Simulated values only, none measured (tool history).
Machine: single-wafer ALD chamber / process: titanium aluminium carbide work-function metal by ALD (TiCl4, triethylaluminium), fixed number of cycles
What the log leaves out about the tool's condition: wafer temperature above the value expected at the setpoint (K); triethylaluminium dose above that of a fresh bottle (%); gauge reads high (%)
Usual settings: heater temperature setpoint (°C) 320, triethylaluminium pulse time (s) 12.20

| run | hour | heater temperature setpoint (°C) | triethylaluminium pulse time (s) | wafers since the last listed run | hours since the last thermocouple change | hours since the last triethylaluminium bottle change | hours since the showerhead was replaced | hours since the gauge calibration | read-back reference wafer on the same gauge, thickness_nm | mean film thickness on the monitor wafer (Å) |
|---|---|---|---|---|---|---|---|---|---|---|
| 1 | 0.0 | 320 | 12.20 | 0 | 2311.8 | 556.1 | 8128.3 | 134.4 | 2.150 | 20.29 |
| 2 | 17.3 | 320 | 12.20 | 198 | 2329.1 | 573.4 | 8145.6 | 151.7 | 2.149 | 20.37 |
| 3 | 32.1 | 320 | 12.20 | 169 | 2343.9 | 588.2 | 8160.4 | 166.5 | 2.149 | 20.22 |
| 4 | 49.4 | 320 | 12.20 | 198 | 2361.2 | 605.5 | 8177.7 | 183.8 | 2.151 | 20.37 |
| 5 | 61.5 | 320 | 12.20 | 138 | 2373.3 | 617.6 | 8189.8 | 195.9 | 2.153 | 20.19 |
| 6 | 76.0 | 320 | 12.20 | 166 | 2387.8 | 632.1 | 8204.3 | 210.4 | 2.152 | 20.20 |
|  | 90.2 | thermocouple changed; heater temperature recalibrated |
| 7 | 90.8 | 320 | 12.20 | 77 | 0.6 | 646.9 | 8219.1 | 225.2 | 2.150 | 20.20 |
| 8 | 105.9 | 320 | 12.20 | 173 | 15.7 | 662.0 | 8234.2 | 240.3 | 2.148 | 20.20 |
| 9 | 112.1 | 315 | 15.60 | 71 | 21.9 | 668.2 | 8240.4 | 246.5 | 2.149 | 20.13 |
| 10 | 122.1 | 315 | 15.60 | 114 | 31.9 | 678.2 | 8250.4 | 256.5 | 2.151 | 20.13 |
| 11 | 139.2 | 320 | 12.20 | 196 | 49.0 | 695.3 | 8267.5 | 273.6 | 2.149 | 20.18 |
| 12 | 157.1 | 320 | 12.20 | 205 | 66.9 | 713.2 | 8285.4 | 291.5 | 2.148 | 20.02 |
| 13 | 170.5 | 320 | 12.20 | 153 | 80.3 | 726.6 | 8298.8 | 304.9 | 2.151 | 20.26 |
| 14 | 178.9 | 320 | 14.57 | 96 | 88.7 | 735.0 | 8307.2 | 313.3 | 2.151 | 20.53 |
|  | 182.1 | gauge calibrated |
| 15 | 187.1 | 335 | 14.21 | 94 | 96.9 | 743.2 | 8315.4 | 5.0 | 2.150 | 21.74 |
| 16 | 193.8 | 313 | 16.79 | 76 | 103.6 | 749.9 | 8322.1 | 11.7 | 2.152 | 19.72 |
| 17 | 202.2 | 332 | 7.41 | 96 | 112.0 | 758.3 | 8330.5 | 20.1 | 2.152 | 16.36 |
|  | 211.6 | showerhead replaced |
|  | 219.5 | triethylaluminium bottle replaced |
| 18 | 220.0 | 320 | 10.18 | 21 | 129.8 | 0.5 | 8.4 | 37.9 | 2.147 | 19.38 |
| 19 | 223.6 | 320 | 12.20 | 41 | 133.4 | 4.1 | 12.0 | 41.5 | 2.152 | 20.26 |
| 20 | 234.0 | 320 | 12.20 | 119 | 143.8 | 14.5 | 22.4 | 51.9 | 2.148 | 20.33 |
| 21 | 241.5 | 329 | 10.17 | 85 | 151.3 | 22.0 | 29.9 | 59.4 | 2.152 | 20.29 |
| 22 | 252.0 | 312 | 15.30 | 120 | 161.8 | 32.5 | 40.4 | 69.9 | 2.152 | 19.88 |
| 23 | 266.5 | 320 | 12.20 | 166 | 176.3 | 47.0 | 54.9 | 84.4 | 2.151 | 20.21 |

Run 24 comes next. What will it give?
| 24 | 275.1 | 325 | 14.05 | 98 | 184.9 | 55.6 | 63.5 | 93.0 | ? | ? |

Logged for run 24: read-back reference wafer on the same gauge, thickness_nm 2.150, mean film thickness on the monitor wafer (Å) 20.81.
Take away the tool's hidden state, keep the run-to-run variation as it was, and the same run would have given mean film thickness on the monitor wafer (Å) 20.81.

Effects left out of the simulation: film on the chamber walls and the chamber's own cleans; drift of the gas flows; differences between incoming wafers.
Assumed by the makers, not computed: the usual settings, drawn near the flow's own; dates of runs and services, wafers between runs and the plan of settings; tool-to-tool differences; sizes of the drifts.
